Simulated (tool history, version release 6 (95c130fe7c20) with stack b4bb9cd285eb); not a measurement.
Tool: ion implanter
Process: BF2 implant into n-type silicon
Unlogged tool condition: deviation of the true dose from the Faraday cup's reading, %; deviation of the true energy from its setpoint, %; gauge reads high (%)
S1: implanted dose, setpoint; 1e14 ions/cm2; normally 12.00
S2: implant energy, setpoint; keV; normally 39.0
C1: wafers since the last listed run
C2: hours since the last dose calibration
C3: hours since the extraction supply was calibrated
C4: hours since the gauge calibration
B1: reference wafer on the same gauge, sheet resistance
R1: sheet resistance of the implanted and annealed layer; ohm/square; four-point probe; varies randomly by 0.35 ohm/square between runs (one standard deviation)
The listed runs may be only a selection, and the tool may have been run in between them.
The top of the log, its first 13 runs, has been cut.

Run 14, hour 290.6: usual settings; C1 327; C2 31.0; C3 4623.9; C4 1320.3; B1 95.24. Result: R1 111.39 ohm/square.
Run 15, hour 324.8: usual settings but S1 9.50 1e14 ions/cm2; C1 621; C2 65.2; C3 4658.1; C4 1354.5; B1 95.20. Result: R1 127.09 ohm/square.
Run 16, hour 395.7: usual settings; C1 1288; C2 136.1; C3 4729.0; C4 1425.4; B1 94.95. Result: R1 111.25 ohm/square.
At hour 409.2: extraction supply calibrated.
Run 17, hour 420.9: usual settings but S1 14.33 1e14 ions/cm2, S2 31.5 keV; C1 312; C2 161.3; C3 11.7; C4 1450.6; B1 94.93. Result: R1 111.43 ohm/square.
At hour 426.6: gauge calibrated.
Run 18, hour 445.5: usual settings; C1 447; C2 185.9; C3 36.3; C4 18.9; B1 99.04. Result: R1 115.38 ohm/square.
Run 19, hour 464.3: usual settings but S2 51.0 keV; C1 341; C2 204.7; C3 55.1; C4 37.7; B1 99.06. Result: R1 107.19 ohm/square.
Run 20, hour 495.4: usual settings; C1 565; C2 235.8; C3 86.2; C4 68.8; B1 99.02. Result: R1 115.47 ohm/square.
Run 21, hour 526.5: usual settings but S1 12.96 1e14 ions/cm2, S2 25.5 keV; C1 565; C2 266.9; C3 117.3; C4 99.9; B1 98.89. Result: R1 129.30 ohm/square.
Run 22, hour 552.7: usual settings but S1 13.08 1e14 ions/cm2, S2 47.0 keV; C1 476; C2 293.1; C3 143.5; C4 126.1; B1 98.76. Result: R1 104.82 ohm/square.
Run 23, hour 605.4: usual settings but S1 10.92 1e14 ions/cm2, S2 45.5 keV; C1 957; C2 345.8; C3 196.2; C4 178.8; B1 98.70. Result: R1 115.99 ohm/square.
Run 24, hour 710.1: usual settings but S1 9.66 1e14 ions/cm2, S2 51.0 keV; C1 1902; C2 450.5; C3 300.9; C4 283.5; B1 98.34. Result: R1 122.78 ohm/square.
Run 25, hour 737.4: usual settings but S2 52.0 keV; C1 496; C2 477.8; C3 328.2; C4 310.8; B1 98.44. Result: R1 105.81 ohm/square.
Run 26, hour 769.4: usual settings but S1 10.43 1e14 ions/cm2, S2 31.5 keV; C1 581; C2 509.8; C3 360.2; C4 342.8; B1 98.24. Result: R1 130.88 ohm/square.
Run 27, hour 789.1: usual settings but S2 32.5 keV; C1 357; C2 529.5; C3 379.9; C4 362.5; B1 98.29. Result: R1 121.87 ohm/square.
Run 28, hour 820.8: usual settings but S1 13.37 1e14 ions/cm2, S2 29.5 keV; C1 576; C2 561.2; C3 411.6; C4 394.2; B1 98.14. Result: R1 119.94 ohm/square.
Run 29, hour 847.4: usual settings but S1 10.27 1e14 ions/cm2; C1 483; C2 587.8; C3 438.2; C4 420.8; B1 98.03. Result: R1 123.98 ohm/square.
Run 30, hour 877.6: usual settings but S1 9.56 1e14 ions/cm2, S2 52.0 keV; C1 548; C2 618.0; C3 468.4; C4 451.0; B1 98.03. Result: R1 123.15 ohm/square.
Run 31, hour 906.6: usual settings but S1 14.07 1e14 ions/cm2, S2 51.5 keV; C1 526; C2 647.0; C3 497.4; C4 480.0; B1 97.96. Result: R1 96.68 ohm/square.
Run 32, hour 939.5: usual settings but S1 14.70 1e14 ions/cm2, S2 28.0 keV; C1 597; C2 679.9; C3 530.3; C4 512.9; B1 97.78. Result: R1 119.22 ohm/square.
Run 33, hour 954.3: usual settings but S1 9.51 1e14 ions/cm2, S2 30.5 keV; C1 268; C2 694.7; C3 545.1; C4 527.7; B1 97.87. Result: R1 138.48 ohm/square.
Run 34, hour 985.1: usual settings but S1 15.23 1e14 ions/cm2, S2 34.0 keV; C1 559; C2 725.5; C3 575.9; C4 558.5; B1 97.71. Result: R1 109.60 ohm/square.
Run 35, hour 1001.4: usual settings but S2 48.5 keV; C1 296; C2 741.8; C3 592.2; C4 574.8; B1 97.67. Result: R1 107.08 ohm/square.
Run 36, hour 1023.4: usual settings; C1 399; C2 763.8; C3 614.2; C4 596.8; B1 97.59. Result: R1 113.83 ohm/square.

What if the next run were any one of these 5? Each begins from the tool's condition after run 36:
Run A, hour 1023.8: usual settings but S2 50.5 keV; C1 7; C2 764.2; C3 614.6; C4 597.2; B1 ?. Result: R1 ?.
Run B, hour 1023.8: usual settings but S1 9.53 1e14 ions/cm2, S2 32.5 keV; C1 7; C2 764.2; C3 614.6; C4 597.2; B1 ?. Result: R1 ?.
Run C, hour 1023.8: usual settings but S1 14.02 1e14 ions/cm2, S2 32.0 keV; C1 7; C2 764.2; C3 614.6; C4 597.2; B1 ?. Result: R1 ?.
Run D, hour 1023.8: usual settings but S1 9.26 1e14 ions/cm2, S2 31.0 keV; C1 7; C2 764.2; C3 614.6; C4 597.2; B1 ?. Result: R1 ?.
Run E, hour 1023.8: usual settings but S1 10.07 1e14 ions/cm2, S2 42.5 keV; C1 7; C2 764.2; C3 614.6; C4 597.2; B1 ?. Result: R1 ?.

run     B1      R1
  A  97.66  105.67
  B  97.66  135.79
  C  97.66  114.33
  D  97.66  139.88
  E  97.66  122.76
With no hidden state in the tool, these same runs would have given:
run      R1
  A  107.15
  B  137.69
  C  115.93
  D  141.84
  E  124.48
